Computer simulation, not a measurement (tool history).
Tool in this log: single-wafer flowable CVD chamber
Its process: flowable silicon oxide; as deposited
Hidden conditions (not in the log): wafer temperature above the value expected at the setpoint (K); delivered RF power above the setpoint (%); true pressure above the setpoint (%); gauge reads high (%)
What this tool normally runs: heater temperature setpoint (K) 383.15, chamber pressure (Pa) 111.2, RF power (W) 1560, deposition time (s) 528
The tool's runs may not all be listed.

run   hour  heater temperature setpoint (K)  chamber pressure (Pa)  RF power (W)  deposition time (s)  wafers since the last listed run  hours since the last thermocouple change  hours since the last RF generator calibration  hours since the last manometer calibration  hours since the showerhead was replaced  hours since the gauge calibration  read-back reference wafer on the same gauge, thickness_nm  mean film thickness on the monitor wafer (Å)
  1    0.0                           391.15                  111.2          1370                  528                                 0                                     703.5                                         1398.2                                      1233.9                                   5674.0                              165.5                                                    217.225                                       1649.67
  2   12.0                           374.15                  111.2          1560                  528                                26                                     715.5                                         1410.2                                      1245.9                                   5686.0                              177.5                                                    216.934                                       3265.18
  3   40.8                           374.15                  111.2          1560                  528                                63                                     744.3                                         1439.0                                      1274.7                                   5714.8                              206.3                                                    216.863                                       3274.42
  4   71.0                           374.15                  111.2          1560                  528                                66                                     774.5                                         1469.2                                      1304.9                                   5745.0                              236.5                                                    216.842                                       3260.53
  5   83.2                           383.15                  111.2          1560                  528                                26                                     786.7                                         1481.4                                      1317.1                                   5757.2                              248.7                                                    217.073                                       2322.99
  6  101.8                           383.15                  111.2          1560                  528                                41                                     805.3                                         1500.0                                      1335.7                                   5775.8                              267.3                                                    217.114                                       2311.46
  7  132.2                           377.15                   89.9          1560                  528                                67                                     835.7                                         1530.4                                      1366.1                                   5806.2                              297.7                                                    216.996                                       2339.03
  8  159.2                           377.15                   89.9          1560                  528                                59                                     862.7                                         1557.4                                      1393.1                                   5833.2                              324.7                                                    217.136                                       2343.70
  9  177.0                           383.15                  119.5          1560                  528                                39                                     880.5                                         1575.2                                      1410.9                                   5851.0                              342.5                                                    216.920                                       2487.26
 10  194.4                           383.15                  119.5          1560                  528                                38                                     897.9                                         1592.6                                      1428.3                                   5868.4                              359.9                                                    217.083                                       2481.21
 11  223.0                           383.15                  119.5          1560                  528                                63                                     926.5                                         1621.2                                      1456.9                                   5897.0                              388.5                                                    217.042                                       2465.36
 12  249.9                           383.15                  111.2          1560                  528                                59                                     953.4                                         1648.1                                      1483.8                                   5923.9                              415.4                                                    216.993                                       2289.70
     263.2  -- capacitance manometer re-zeroed and calibrated
 13  273.8                           383.15                  134.9          1560                  618                                35                                     977.3                                         1672.0                                        10.6                                   5947.8                              439.3                                                    216.944                                       3421.21
     284.4  -- thermocouple changed; heater temperature recalibrated
 14  301.2                           389.15                   88.0          1865                  498                                42                                      16.8                                         1699.4                                        38.0                                   5975.2                              466.7                                                    217.030                                       1463.79
     328.2  -- showerhead replaced
 15  328.7                           383.15                   84.1          1560                  528                                43                                      44.3                                         1726.9                                        65.5                                      0.5                              494.2                                                    216.940                                       1730.04
 16  347.2                           392.15                  111.2          1560                  615                                40                                      62.8                                         1745.4                                        84.0                                     19.0                              512.7                                                    217.160                                       1954.14
 17  373.2                           383.15                  111.2          1560                  528                                57                                      88.8                                         1771.4                                       110.0                                     45.0                              538.7                                                    217.125                                       2297.70
 18  396.9                           383.15                  111.2          1560                  610                                52                                     112.5                                         1795.1                                       133.7                                     68.7                              562.4                                                    217.107                                       2662.66
     413.8  -- RF generator calibrated
 19  414.3                           383.15                  111.2          1560                  528                                20                                     129.9                                            0.5                                       151.1                                     86.1                              579.8                                                    217.064                                       2319.16

Run 20, settings as shown, results not yet in. Your forecast:
     417.9  -- gauge calibrated
 20  433.1                           383.15                  111.2          1560                  528                                41                                     148.7                                           19.3                                       169.9                                    104.9                               15.2                                                          ?                                             ?

{"run 20": {"read-back reference wafer on the same gauge, thickness_nm": 217.171, "mean film thickness on the monitor wafer (Å)": 2331.44}}
Minus the tool's unlogged condition, the same run would have read mean film thickness on the monitor wafer (Å) 2298.85.
